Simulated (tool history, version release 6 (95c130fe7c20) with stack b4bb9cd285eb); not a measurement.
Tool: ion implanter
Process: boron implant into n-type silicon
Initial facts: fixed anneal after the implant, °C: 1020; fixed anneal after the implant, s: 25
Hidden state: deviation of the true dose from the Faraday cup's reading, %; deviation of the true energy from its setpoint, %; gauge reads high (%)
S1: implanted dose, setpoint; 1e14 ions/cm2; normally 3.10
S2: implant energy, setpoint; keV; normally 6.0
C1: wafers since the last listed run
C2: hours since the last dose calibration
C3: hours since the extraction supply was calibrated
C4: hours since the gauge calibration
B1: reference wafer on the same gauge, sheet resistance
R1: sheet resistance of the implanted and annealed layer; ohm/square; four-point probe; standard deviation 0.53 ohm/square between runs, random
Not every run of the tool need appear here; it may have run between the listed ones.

| run | hour | S1 | S2 | C1 | C2 | C3 | C4 | B1 | R1 |
|---|---|---|---|---|---|---|---|---|---|
| 1 | 0.0 | 2.60 | 6.0 | 0 | 778.1 | 6520.9 | 116.5 | 424.01 | 406.10 |
| 2 | 13.4 | 2.60 | 6.0 | 226 | 791.5 | 6534.3 | 129.9 | 423.97 | 407.21 |
| 3 | 29.1 | 3.40 | 4.5 | 265 | 807.2 | 6550.0 | 145.6 | 423.95 | 333.86 |
| 4 | 40.5 | 3.40 | 4.5 | 192 | 818.6 | 6561.4 | 157.0 | 423.97 | 332.14 |
| 5 | 51.7 | 3.10 | 6.0 | 189 | 829.8 | 6572.6 | 168.2 | 424.09 | 349.90 |
| 6 | 64.7 | 3.10 | 6.0 | 219 | 842.8 | 6585.6 | 181.2 | 424.02 | 349.35 |
| 7 | 75.0 | 3.10 | 6.0 | 174 | 853.1 | 6595.9 | 191.5 | 423.99 | 348.93 |
| 8 | 86.9 | 3.10 | 6.0 | 201 | 865.0 | 6607.8 | 203.4 | 423.97 | 348.23 |
| 9 | 132.7 | 3.10 | 6.0 | 774 | 910.8 | 6653.6 | 249.2 | 424.04 | 347.88 |
| 10 | 143.2 | 3.10 | 6.0 | 177 | 921.3 | 6664.1 | 259.7 | 424.05 | 348.97 |
| 11 | 153.0 | 3.10 | 6.0 | 165 | 931.1 | 6673.9 | 269.5 | 423.91 | 348.47 |
| 12 | 162.7 | 3.10 | 6.0 | 164 | 940.8 | 6683.6 | 279.2 | 424.05 | 347.97 |
| 13 | 179.4 | 3.10 | 6.0 | 282 | 957.5 | 6700.3 | 295.9 | 424.04 | 347.55 |
| 14 | 187.5 | 3.10 | 6.0 | 137 | 965.6 | 6708.4 | 304.0 | 423.91 | 347.86 |
| 15 | 196.7 | 3.53 | 7.0 | 155 | 974.8 | 6717.6 | 313.2 | 424.09 | 305.37 |
| 16 | 209.5 | 3.55 | 8.0 | 216 | 987.6 | 6730.4 | 326.0 | 424.11 | 299.47 |
|  | 212.7 | gauge calibrated |
| 17 | 224.0 | 3.10 | 6.0 | 245 | 1002.1 | 6744.9 | 11.3 | 423.94 | 346.90 |
|  | 234.8 | Faraday cup replaced and dose calibrated |
| 18 | 235.3 | 3.10 | 7.0 | 55 | 0.5 | 6756.2 | 22.6 | 424.10 | 347.95 |
| 19 | 251.2 | 2.31 | 7.0 | 269 | 16.4 | 6772.1 | 38.5 | 424.07 | 446.01 |
|  | 275.3 | extraction supply calibrated |
| 20 | 278.5 | 3.10 | 6.0 | 326 | 43.7 | 3.2 | 65.8 | 424.04 | 354.25 |
| 21 | 295.9 | 4.00 | 4.5 | 294 | 61.1 | 20.6 | 83.2 | 423.99 | 294.38 |
| 22 | 309.0 | 3.10 | 6.0 | 221 | 74.2 | 33.7 | 96.3 | 424.01 | 354.76 |
| 23 | 320.8 | 2.51 | 8.0 | 199 | 86.0 | 45.5 | 108.1 | 424.00 | 409.16 |
| 24 | 337.7 | 3.49 | 4.5 | 285 | 102.9 | 62.4 | 125.0 | 423.96 | 329.99 |
| 25 | 344.6 | 3.72 | 5.0 | 116 | 109.8 | 69.3 | 131.9 | 423.91 | 308.69 |
| 26 | 358.0 | 3.10 | 6.5 | 226 | 123.2 | 82.7 | 145.3 | 424.09 | 351.20 |
| 27 | 364.5 | 3.79 | 7.0 | 109 | 129.7 | 89.2 | 151.8 | 424.06 | 293.04 |
| 28 | 379.3 | 3.10 | 6.0 | 250 | 144.5 | 104.0 | 166.6 | 423.98 | 354.53 |
| 29 | 386.8 | 3.10 | 6.5 | 126 | 152.0 | 111.5 | 174.1 | 423.93 | 350.62 |
| 30 | 402.3 | 3.53 | 7.0 | 262 | 167.5 | 127.0 | 189.6 | 424.10 | 311.86 |
| 31 | 409.5 | 3.74 | 7.5 | 121 | 174.7 | 134.2 | 196.8 | 424.04 | 293.74 |
| 32 | 415.9 | 3.10 | 6.0 | 108 | 181.1 | 140.6 | 203.2 | 423.96 | 354.19 |
| 33 | 429.9 | 3.54 | 4.5 | 236 | 195.1 | 154.6 | 217.2 | 423.97 | 325.02 |
| 34 | 438.3 | 3.10 | 5.0 | 142 | 203.5 | 163.0 | 225.6 | 424.03 | 360.67 |
| 35 | 450.7 | 2.69 | 6.5 | 209 | 215.9 | 175.4 | 238.0 | 423.90 | 395.95 |
|  | 464.0 | gauge calibrated |
| 36 | 465.6 | 3.10 | 6.0 | 252 | 230.8 | 190.3 | 1.6 | 423.93 | 354.27 |
| 37 | 476.0 | 3.93 | 6.0 | 175 | 241.2 | 200.7 | 12.0 | 423.99 | 288.11 |
| 38 | 483.2 | 3.47 | 5.0 | 121 | 248.4 | 207.9 | 19.2 | 424.14 | 327.29 |

Predict each of these 3 candidate next runs independently; none follows another, all start after run 38:
| A | 483.6 | 3.67 | 6.0 | 6 | 248.8 | 208.3 | 19.6 | ? | ? |
| B | 483.6 | 3.57 | 7.5 | 6 | 248.8 | 208.3 | 19.6 | ? | ? |
| C | 483.6 | 3.59 | 6.0 | 6 | 248.8 | 208.3 | 19.6 | ? | ? |

| run | B1 | R1 |
|---|---|---|
| A | 423.93 | 305.54 |
| B | 423.93 | 305.40 |
| C | 423.93 | 311.43 |
What these runs would have given with no unlogged condition in the tool:
| run | R1 |
|---|---|
| A | 305.11 |
| B | 304.96 |
| C | 310.99 |

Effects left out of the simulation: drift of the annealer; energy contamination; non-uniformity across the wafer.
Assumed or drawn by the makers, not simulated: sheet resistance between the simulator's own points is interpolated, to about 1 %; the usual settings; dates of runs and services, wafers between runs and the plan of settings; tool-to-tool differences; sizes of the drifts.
